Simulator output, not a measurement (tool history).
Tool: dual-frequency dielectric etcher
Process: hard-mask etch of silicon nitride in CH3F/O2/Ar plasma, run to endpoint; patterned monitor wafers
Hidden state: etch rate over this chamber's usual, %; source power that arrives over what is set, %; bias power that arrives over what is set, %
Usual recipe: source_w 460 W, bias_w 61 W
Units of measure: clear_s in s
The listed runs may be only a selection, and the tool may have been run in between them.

| run | hour | source_w | bias_w | wafers since the last listed run | hours since the last wet clean | hours since the last source power generator calibration | hours since the last bias power generator calibration | hours since the last upper electrode change | incoming incoming film thickness, nm | clear_s |
|---|---|---|---|---|---|---|---|---|---|---|
| 1 | 0 | 490 | 55 | 0 | 115.7 | 2576.9 | 4203.6 | 5017 | 39.69 | 53.8 |
| 2 | 21.1 | 490 | 55 | 156 | 136.8 | 2598 | 4224.7 | 5038.1 | 39.7 | 53.5 |
| 3 | 43.1 | 520 | 61 | 163 | 158.8 | 2620 | 4246.7 | 5060.1 | 39.27 | 50.1 |
| 4 | 66.1 | 520 | 61 | 170 | 181.8 | 2643 | 4269.7 | 5083.1 | 39.34 | 50.3 |
| 5 | 82.7 | 520 | 61 | 123 | 198.4 | 2659.6 | 4286.3 | 5099.7 | 39.05 | 49.7 |
| 6 | 117.3 | 460 | 67 | 256 | 233 | 2694.2 | 4320.9 | 5134.3 | 39.19 | 51.3 |
| 7 | 140.3 | 460 | 67 | 170 | 256 | 2717.2 | 4343.9 | 5157.3 | 39.19 | 51.6 |
| 8 | 164.4 | 460 | 67 | 178 | 280.1 | 2741.3 | 4368 | 5181.4 | 39.65 | 52 |
| 9 | 198.3 | 460 | 61 | 251 | 314 | 2775.2 | 4401.9 | 5215.3 | 39.64 | 53.9 |
| 10 | 228.5 | 370 | 58 | 223 | 344.2 | 2805.4 | 4432.1 | 5245.5 | 38.94 | 60.2 |
| 11 | 260.7 | 460 | 61 | 238 | 376.4 | 2837.6 | 4464.3 | 5277.7 | 38.95 | 53 |
|  | 266.2 | source power generator calibrated |
| 12 | 279.1 | 460 | 61 | 106 | 394.8 | 12.9 | 4482.7 | 5296.1 | 39.03 | 53.5 |
| 13 | 300.3 | 460 | 61 | 157 | 416 | 34.1 | 4503.9 | 5317.3 | 39.4 | 54 |
| 14 | 334.1 | 460 | 61 | 250 | 449.8 | 67.9 | 4537.7 | 5351.1 | 39.59 | 54.4 |
| 15 | 348.9 | 460 | 61 | 109 | 464.6 | 82.7 | 4552.5 | 5365.9 | 38.97 | 53.3 |
| 16 | 374.4 | 460 | 61 | 189 | 490.1 | 108.2 | 4578 | 5391.4 | 39.01 | 53.7 |
| 17 | 390.7 | 510 | 61 | 120 | 506.4 | 124.5 | 4594.3 | 5407.7 | 39.2 | 51.6 |
| 18 | 415 | 460 | 61 | 180 | 530.7 | 148.8 | 4618.6 | 5432 | 39.23 | 54.3 |
| 19 | 435.5 | 510 | 47 | 152 | 551.2 | 169.3 | 4639.1 | 5452.5 | 39.42 | 56.7 |
| 20 | 453.2 | 460 | 57 | 131 | 568.9 | 187 | 4656.8 | 5470.2 | 39.29 | 55.5 |
|  | 459.2 | bias power generator calibrated |
|  | 485.2 | upper electrode replaced |
| 21 | 485.6 | 410 | 57 | 32 | 601.3 | 219.4 | 26.4 | 0.4 | 39.28 | 58.8 |
|  | 519 | wet clean of the chamber |
| 22 | 519.5 | 460 | 73 | 73 | 0.5 | 253.3 | 60.3 | 34.3 | 38.69 | 48.5 |
| 23 | 524.1 | 570 | 55 | 34 | 5.1 | 257.9 | 64.9 | 38.9 | 38.78 | 48.5 |
| 24 | 553.6 | 370 | 49 | 218 | 34.6 | 287.4 | 94.4 | 68.4 | 39.33 | 62.3 |
| 25 | 570.6 | 520 | 61 | 126 | 51.6 | 304.4 | 111.4 | 85.4 | 39.23 | 49.8 |
| 26 | 602.2 | 410 | 53 | 234 | 83.2 | 336 | 143 | 117 | 39.18 | 58 |
| 27 | 624 | 510 | 49 | 161 | 105 | 357.8 | 164.8 | 138.8 | 39.42 | 54.2 |
| 28 | 636.6 | 550 | 66 | 93 | 117.6 | 370.4 | 177.4 | 151.4 | 38.8 | 46.7 |
| 29 | 667.6 | 460 | 61 | 229 | 148.6 | 401.4 | 208.4 | 182.4 | 39.22 | 52.9 |
| 30 | 688.3 | 400 | 46 | 153 | 169.3 | 422.1 | 229.1 | 203.1 | 39.04 | 61.7 |
| 31 | 707.2 | 460 | 51 | 140 | 188.2 | 441 | 248 | 222 | 39.48 | 56.5 |
| 32 | 729.2 | 460 | 61 | 163 | 210.2 | 463 | 270 | 244 | 39.4 | 53.3 |
| 33 | 754.8 | 560 | 61 | 189 | 235.8 | 488.6 | 295.6 | 269.6 | 39.52 | 48.9 |
| 34 | 790.2 | 460 | 48 | 262 | 271.2 | 524 | 331 | 305 | 39.02 | 57.1 |

What if the next run were any one of these 5? Each begins from the tool's condition after run 34:
| A | 790.6 | 460 | 47 | 2 | 271.6 | 524.4 | 331.4 | 305.4 | 39.39 | ? |
| B | 790.6 | 460 | 55 | 2 | 271.6 | 524.4 | 331.4 | 305.4 | 39.39 | ? |
| C | 790.6 | 380 | 52 | 2 | 271.6 | 524.4 | 331.4 | 305.4 | 39.39 | ? |
| D | 790.6 | 500 | 67 | 2 | 271.6 | 524.4 | 331.4 | 305.4 | 39.39 | ? |
| E | 790.6 | 390 | 71 | 2 | 271.6 | 524.4 | 331.4 | 305.4 | 39.39 | ? |

| run | clear_s |
|---|---|
| A | 58.1 |
| B | 55.3 |
| C | 61.6 |
| D | 49.9 |
| E | 54.8 |
Had the tool no hidden state, the same runs would have come out as:
| run | clear_s |
|---|---|
| A | 57 |
| B | 54.3 |
| C | 60.4 |
| D | 49 |
| E | 53.8 |
